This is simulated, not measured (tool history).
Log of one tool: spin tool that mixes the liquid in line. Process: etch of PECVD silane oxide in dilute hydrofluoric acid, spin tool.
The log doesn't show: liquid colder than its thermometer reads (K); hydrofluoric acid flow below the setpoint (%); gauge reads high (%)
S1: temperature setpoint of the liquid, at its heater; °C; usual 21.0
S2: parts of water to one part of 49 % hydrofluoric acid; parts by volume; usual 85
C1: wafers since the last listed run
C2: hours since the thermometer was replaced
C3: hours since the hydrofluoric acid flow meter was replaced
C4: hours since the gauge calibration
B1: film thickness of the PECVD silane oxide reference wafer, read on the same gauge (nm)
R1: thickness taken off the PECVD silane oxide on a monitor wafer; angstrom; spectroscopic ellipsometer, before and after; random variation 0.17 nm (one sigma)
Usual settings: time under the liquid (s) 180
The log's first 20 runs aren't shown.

{"run": 21, "hour": 895.3, "S1": 21.0, "S2": 85, "time under the liquid (s)": 180, "C1": 153, "C2": 251.8, "C3": 441.7, "C4": 323.7, "B1": 40.0, "R1": 305.3}
{"hour": 916.4, "done": "hydrofluoric acid flow meter replaced"}
{"run": 22, "hour": 940.8, "S1": 18.5, "S2": 120, "time under the liquid (s)": 100, "C1": 185, "C2": 297.3, "C3": 24.4, "C4": 369.2, "B1": 39.99, "R1": 103.0}
{"run": 23, "hour": 977.6, "S1": 21.0, "S2": 85, "time under the liquid (s)": 180, "C1": 153, "C2": 334.1, "C3": 61.2, "C4": 406.0, "B1": 40.0, "R1": 299.8}
{"run": 24, "hour": 1142.5, "S1": 21.0, "S2": 85, "time under the liquid (s)": 180, "C1": 686, "C2": 499.0, "C3": 226.1, "C4": 570.9, "B1": 40.02, "R1": 302.2}
{"run": 25, "hour": 1194.4, "S1": 21.0, "S2": 100, "time under the liquid (s)": 180, "C1": 216, "C2": 550.9, "C3": 278.0, "C4": 622.8, "B1": 39.99, "R1": 254.7}
{"run": 26, "hour": 1231.4, "S1": 21.0, "S2": 85, "time under the liquid (s)": 180, "C1": 154, "C2": 587.9, "C3": 315.0, "C4": 659.8, "B1": 39.99, "R1": 303.7}
{"run": 27, "hour": 1255.5, "S1": 21.0, "S2": 75, "time under the liquid (s)": 180, "C1": 100, "C2": 612.0, "C3": 339.1, "C4": 683.9, "B1": 40.01, "R1": 345.7}
{"run": 28, "hour": 1292.9, "S1": 21.0, "S2": 100, "time under the liquid (s)": 230, "C1": 155, "C2": 649.4, "C3": 376.5, "C4": 721.3, "B1": 40.01, "R1": 321.0}
{"run": 29, "hour": 1355.0, "S1": 23.0, "S2": 75, "time under the liquid (s)": 180, "C1": 258, "C2": 711.5, "C3": 438.6, "C4": 783.4, "B1": 40.03, "R1": 371.9}
{"run": 30, "hour": 1399.8, "S1": 21.0, "S2": 85, "time under the liquid (s)": 180, "C1": 186, "C2": 756.3, "C3": 483.4, "C4": 828.2, "B1": 40.02, "R1": 298.7}
{"hour": 1414.4, "done": "hydrofluoric acid flow meter replaced"}
{"run": 31, "hour": 1460.4, "S1": 25.0, "S2": 115, "time under the liquid (s)": 85, "C1": 248, "C2": 816.9, "C3": 46.0, "C4": 888.8, "B1": 40.03, "R1": 117.6}
{"run": 32, "hour": 1517.7, "S1": 18.0, "S2": 85, "time under the liquid (s)": 180, "C1": 238, "C2": 874.2, "C3": 103.3, "C4": 946.1, "B1": 39.99, "R1": 261.8}

5 ways to go on from here, each from the tool as it stands after run 32. What would each give?
{"run": "A", "hour": 1518.2, "S1": 19.5, "S2": 85, "time under the liquid (s)": 180, "C1": 2, "C2": 874.7, "C3": 103.8, "C4": 946.6, "B1": "?", "R1": "?"}
{"run": "B", "hour": 1518.2, "S1": 18.5, "S2": 55, "time under the liquid (s)": 180, "C1": 2, "C2": 874.7, "C3": 103.8, "C4": 946.6, "B1": "?", "R1": "?"}
{"run": "C", "hour": 1518.2, "S1": 25.0, "S2": 115, "time under the liquid (s)": 180, "C1": 2, "C2": 874.7, "C3": 103.8, "C4": 946.6, "B1": "?", "R1": "?"}
{"run": "D", "hour": 1518.2, "S1": 17.0, "S2": 60, "time under the liquid (s)": 120, "C1": 2, "C2": 874.7, "C3": 103.8, "C4": 946.6, "B1": "?", "R1": "?"}
{"run": "E", "hour": 1518.2, "S1": 25.0, "S2": 100, "time under the liquid (s)": 275, "C1": 2, "C2": 874.7, "C3": 103.8, "C4": 946.6, "B1": "?", "R1": "?"}

run=A B1=40.00 R1=279.7
run=B B1=40.00 R1=428.4
run=C B1=40.00 R1=249.7
run=D B1=40.00 R1=244.0
run=E B1=40.00 R1=446.7
Without the tool's hidden state the same runs would have given:
run=A R1=290.3
run=B R1=445.1
run=C R1=258.5
run=D R1=253.6
run=E R1=462.7
